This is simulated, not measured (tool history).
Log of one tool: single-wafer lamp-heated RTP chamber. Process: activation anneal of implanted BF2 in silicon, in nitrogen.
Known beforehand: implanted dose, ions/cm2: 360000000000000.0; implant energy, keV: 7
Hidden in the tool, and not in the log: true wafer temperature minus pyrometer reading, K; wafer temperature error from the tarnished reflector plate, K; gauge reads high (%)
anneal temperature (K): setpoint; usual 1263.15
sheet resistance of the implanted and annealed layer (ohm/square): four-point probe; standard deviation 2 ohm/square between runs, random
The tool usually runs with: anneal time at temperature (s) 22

| run | hour | anneal temperature (K) | anneal time at temperature (s) | wafers since the last listed run | wafers since the last pyrometer calibration | wafers since the reflector plate was cleaned | hours since the gauge calibration | read-back reference wafer on the same gauge, sheet resistance | sheet resistance of the implanted and annealed layer (ohm/square) |
|---|---|---|---|---|---|---|---|---|---|
| 1 | 0.0 | 1243.15 | 28 | 0 | 80 | 3465 | 326.3 | 425.95 | 489.35 |
|  | 16.5 | gauge calibrated |
| 2 | 25.8 | 1243.15 | 28 | 348 | 428 | 3814 | 9.3 | 425.87 | 480.70 |
| 3 | 48.1 | 1257.15 | 22 | 301 | 729 | 4115 | 31.6 | 426.24 | 452.44 |
| 4 | 73.9 | 1257.15 | 22 | 348 | 1078 | 4463 | 57.4 | 425.77 | 452.47 |
| 5 | 105.4 | 1257.15 | 22 | 425 | 1504 | 4889 | 88.9 | 426.01 | 446.75 |
| 6 | 141.1 | 1263.15 | 31 | 482 | 1986 | 5371 | 124.6 | 426.33 | 422.50 |
| 7 | 162.7 | 1263.15 | 22 | 291 | 2278 | 5663 | 146.2 | 425.67 | 431.83 |
| 8 | 196.3 | 1263.15 | 22 | 453 | 2732 | 6117 | 179.8 | 426.76 | 438.98 |
| 9 | 222.4 | 1263.15 | 22 | 352 | 3084 | 6470 | 205.9 | 426.46 | 432.58 |
| 10 | 238.1 | 1263.15 | 22 | 212 | 3296 | 6682 | 221.6 | 425.97 | 435.85 |
|  | 261.9 | reflector plate cleaned |
| 11 | 273.9 | 1263.15 | 22 | 375 | 3672 | 162 | 257.4 | 426.49 | 433.25 |
| 12 | 305.4 | 1263.15 | 22 | 425 | 4097 | 588 | 288.9 | 426.05 | 430.90 |
| 13 | 338.4 | 1263.15 | 22 | 445 | 4543 | 1033 | 321.9 | 425.59 | 431.32 |
| 14 | 359.9 | 1252.15 | 33 | 290 | 4834 | 1324 | 343.4 | 426.04 | 430.40 |
| 15 | 388.1 | 1277.15 | 16 | 380 | 5215 | 1705 | 371.6 | 426.09 | 424.16 |
|  | 408.8 | pyrometer window cleaned and pyrometer calibrated |
| 16 | 409.3 | 1250.15 | 35 | 178 | 6 | 1883 | 392.8 | 425.70 | 457.68 |
| 17 | 436.5 | 1237.15 | 15 | 367 | 374 | 2251 | 420.0 | 426.49 | 537.10 |
|  | 447.9 | gauge calibrated |
| 18 | 466.0 | 1263.15 | 22 | 398 | 772 | 2649 | 18.1 | 425.33 | 443.85 |
| 19 | 501.7 | 1280.15 | 30 | 482 | 1255 | 3131 | 53.8 | 427.00 | 405.95 |
| 20 | 515.2 | 1284.15 | 18 | 182 | 1437 | 3314 | 67.3 | 425.81 | 417.13 |
| 21 | 547.1 | 1263.15 | 22 | 430 | 1868 | 3745 | 99.2 | 425.96 | 436.86 |
| 22 | 564.5 | 1263.15 | 34 | 235 | 2103 | 3980 | 116.6 | 426.28 | 420.16 |
| 23 | 587.1 | 1288.15 | 18 | 305 | 2408 | 4285 | 139.2 | 426.29 | 411.58 |
| 24 | 600.0 | 1254.15 | 22 | 174 | 2583 | 4459 | 152.1 | 426.08 | 450.87 |
| 25 | 619.6 | 1243.15 | 28 | 264 | 2847 | 4724 | 171.7 | 426.55 | 460.36 |

Alternative continuations, all from the tool just after run 25; predict every row:
| A | 620.0 | 1285.15 | 22 | 5 | 2853 | 4730 | 172.1 | ? | ? |
| B | 620.0 | 1276.15 | 17 | 5 | 2853 | 4730 | 172.1 | ? | ? |
| C | 620.0 | 1263.15 | 33 | 5 | 2853 | 4730 | 172.1 | ? | ? |

| run | read-back reference wafer on the same gauge, sheet resistance | sheet resistance of the implanted and annealed layer (ohm/square) |
|---|---|---|
| A | 426.64 | 408.27 |
| B | 426.64 | 428.19 |
| C | 426.64 | 422.68 |
Without the tool's hidden state the same runs would have given:
| run | sheet resistance of the implanted and annealed layer (ohm/square) |
|---|---|
| A | 422.02 |
| B | 443.63 |
| C | 438.48 |
